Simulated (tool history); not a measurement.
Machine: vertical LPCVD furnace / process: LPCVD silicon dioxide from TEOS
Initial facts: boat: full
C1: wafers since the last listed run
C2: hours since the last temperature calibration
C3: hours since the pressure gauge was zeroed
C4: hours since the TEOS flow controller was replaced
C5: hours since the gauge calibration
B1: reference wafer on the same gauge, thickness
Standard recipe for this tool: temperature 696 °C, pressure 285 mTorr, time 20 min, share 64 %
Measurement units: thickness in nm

Run 1, hour 0: usual settings; C1 0; C2 2938.7; C3 3062.6; C4 3918.5; C5 357; B1 122.98. Result: thickness 126.55 nm.
Run 2, hour 70.3: usual settings but time 26 min; C1 1535; C2 3009; C3 3132.9; C4 3988.8; C5 427.3; B1 122.96. Result: thickness 164.5 nm.
Run 3, hour 132.9: usual settings but share 74 %; C1 1367; C2 3071.6; C3 3195.5; C4 4051.4; C5 489.9; B1 122.92. Result: thickness 136.17 nm.
Run 4, hour 181.8: usual settings but share 74 %; C1 1068; C2 3120.5; C3 3244.4; C4 4100.3; C5 538.8; B1 123. Result: thickness 135.87 nm.
Run 5, hour 314.6: usual settings; C1 2901; C2 3253.3; C3 3377.2; C4 4233.1; C5 671.6; B1 123.02. Result: thickness 126.62 nm.
Run 6, hour 365: usual settings but temperature 689 °C, share 73 %; C1 1101; C2 3303.7; C3 3427.6; C4 4283.5; C5 722; B1 122.97. Result: thickness 114.96 nm.
Run 7, hour 425.3: usual settings but temperature 689 °C, share 73 %; C1 1317; C2 3364; C3 3487.9; C4 4343.8; C5 782.3; B1 123.01. Result: thickness 114.83 nm.
At hour 478.7: gauge calibrated.
Run 8, hour 479.2: usual settings; C1 1177; C2 3417.9; C3 3541.8; C4 4397.7; C5 0.5; B1 123.05. Result: thickness 126.77 nm.
At hour 560.8: TEOS flow controller replaced.
At hour 569.3: thermocouples replaced and temperature profile calibrated.
At hour 570.4: pressure gauge zeroed.
Run 9, hour 570.9: usual settings; C1 1269; C2 1.6; C3 0.5; C4 10.1; C5 92.2; B1 123.06. Result: thickness 126.69 nm.
Run 10, hour 611.9: usual settings but temperature 700 °C, share 67 %; C1 895; C2 42.6; C3 41.5; C4 51.1; C5 133.2; B1 122.97. Result: thickness 141.96 nm.
Run 11, hour 658.5: usual settings; C1 1017; C2 89.2; C3 88.1; C4 97.7; C5 179.8; B1 123.06. Result: thickness 126.68 nm.
Run 12, hour 691.9: usual settings; C1 729; C2 122.6; C3 121.5; C4 131.1; C5 213.2; B1 123.05. Result: thickness 126.79 nm.
Run 13, hour 728: usual settings; C1 788; C2 158.7; C3 157.6; C4 167.2; C5 249.3; B1 123. Result: thickness 126.39 nm.
Run 14, hour 772.6: usual settings but temperature 703 °C, pressure 255 mTorr, time 17.5 min, share 56 %; C1 974; C2 203.3; C3 202.2; C4 211.8; C5 293.9; B1 123.06. Result: thickness 115.02 nm.
Run 15, hour 811.1: usual settings but temperature 708 °C; C1 841; C2 241.8; C3 240.7; C4 250.3; C5 332.4; B1 122.98. Result: thickness 167.06 nm.
Run 16, hour 878.7: usual settings but temperature 688 °C, pressure 215 mTorr, share 53 %; C1 1476; C2 309.4; C3 308.3; C4 317.9; C5 400; B1 123. Result: thickness 82.43 nm.
Run 17, hour 918.7: usual settings but temperature 705 °C, time 26.5 min, share 72 %; C1 873; C2 349.4; C3 348.3; C4 357.9; C5 440; B1 123.02. Result: thickness 218.91 nm.
Run 18, hour 979.1: usual settings but time 26 min; C1 1319; C2 409.8; C3 408.7; C4 418.3; C5 500.4; B1 123.02. Result: thickness 164.09 nm.

Run 19 comes next. What will it give?
Run 19, hour 1003.4: usual settings but pressure 265 mTorr, time 23.5 min, share 58 %; C1 530; C2 434.1; C3 433; C4 442.6; C5 524.7; B1 ?. Result: thickness ?.

B1: 122.99
thickness: 136.26 nm
Had the tool carried no hidden state, the very same run would have given thickness 137.03 nm.
